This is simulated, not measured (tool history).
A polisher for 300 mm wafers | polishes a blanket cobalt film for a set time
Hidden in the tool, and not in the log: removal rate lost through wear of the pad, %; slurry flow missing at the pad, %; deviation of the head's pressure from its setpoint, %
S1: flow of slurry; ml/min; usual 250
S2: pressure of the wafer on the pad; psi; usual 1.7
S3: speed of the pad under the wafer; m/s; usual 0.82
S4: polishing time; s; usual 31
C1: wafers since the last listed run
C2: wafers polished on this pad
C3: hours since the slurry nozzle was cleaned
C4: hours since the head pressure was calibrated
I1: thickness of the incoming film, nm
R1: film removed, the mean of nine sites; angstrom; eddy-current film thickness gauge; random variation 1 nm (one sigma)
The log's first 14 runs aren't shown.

run    hour   S1   S2    S3  S4   C1    C2     C3     C4     I1    R1
 15  1097.2  250  1.7  0.82  35  745  1473  532.4  688.0  775.5  1334
     1114.5  -- slurry nozzle cleaned
 16  1166.6  250  1.4  0.82  31  680  2154   52.1  757.4  775.8   977
 17  1234.5  250  1.7  0.82  31  675  2829  120.0  825.3  757.3  1182
     1261.2  -- head pressure recalibrated
 18  1335.1  250  2.3  0.82  31  980  3810  220.6   73.9  765.7  1471
 19  1394.1  250  2.1  0.82  40  586  4397  279.6  132.9  756.4  1701
 20  1460.5  220  2.2  0.82  31  660  5058  346.0  199.3  756.2  1337
     1501.2  -- worn pad replaced by a new one
 21  1531.6  250  2.0  0.82  25  667   302  417.1  270.4  755.6  1109
 22  1603.4  205  2.0  0.82  31  714  1017  488.9  342.2  771.3  1334
     1697.9  -- slurry nozzle cleaned
 23  1698.9  170  2.2  1.10  22  940  1957    1.0  437.7  770.1  1360
 24  1796.1  190  1.7  0.82  23  967  2924   98.2  534.9  763.4   834
 25  1868.9  250  1.7  0.82  35  724  3648  171.0  607.7  749.5  1278
 26  1924.6  250  1.2  0.82  31  554  4202  226.7  663.4  766.2   797
     1977.7  -- head pressure recalibrated
 27  1983.0  175  1.4  0.60  31  561  4763  285.1    5.3  765.6   611
     2042.1  -- worn pad replaced by a new one
 28  2077.4  250  1.7  0.90  31  899   351  379.5   99.7  758.7  1269
 29  2114.6  250  2.3  0.82  22  370   721  416.7  136.9  749.9  1110
 30  2194.3  295  2.1  1.08  24  792  1514  496.4  216.6  766.4  1519
     2280.7  -- slurry nozzle cleaned
 31  2287.5  250  1.7  0.82  31  917  2431    6.8  309.8  771.8  1155
 32  2361.9  250  2.0  0.68  34  740  3171   81.2  384.2  774.0  1208
 33  2442.9  250  1.7  0.82  31  805  3977  162.2  465.2  759.8  1124
 34  2489.3  250  2.0  0.82  25  461  4439  208.6  511.6  762.5  1037
 35  2589.3  250  1.7  0.82  31  994  5433  308.6  611.6  760.8  1064
     2644.9  -- worn pad replaced by a new one
 36  2653.5  250  2.2  0.82  31  598    85  372.8  675.8  754.9  1547

Forecast each of these 5 alternatives for the next run:
  A  2653.9  250  2.1  0.82  31   3  89  373.2  676.2  757.2   ?
  B  2653.9  250  1.3  0.82  31   3  89  373.2  676.2  757.2   ?
  C  2653.9  310  1.9  0.70  26   3  89  373.2  676.2  757.2   ?
  D  2653.9  220  1.7  1.10  27   3  89  373.2  676.2  757.2   ?
  E  2653.9  250  2.2  0.82  39   3  89  373.2  676.2  757.2   ?

run    R1
  A  1490
  B   922
  C   987
  D  1387
  E  1963
Without the tool's hidden state the same runs would have given:
run    R1
  A  1452
  B   899
  C   962
  D  1352
  E  1914
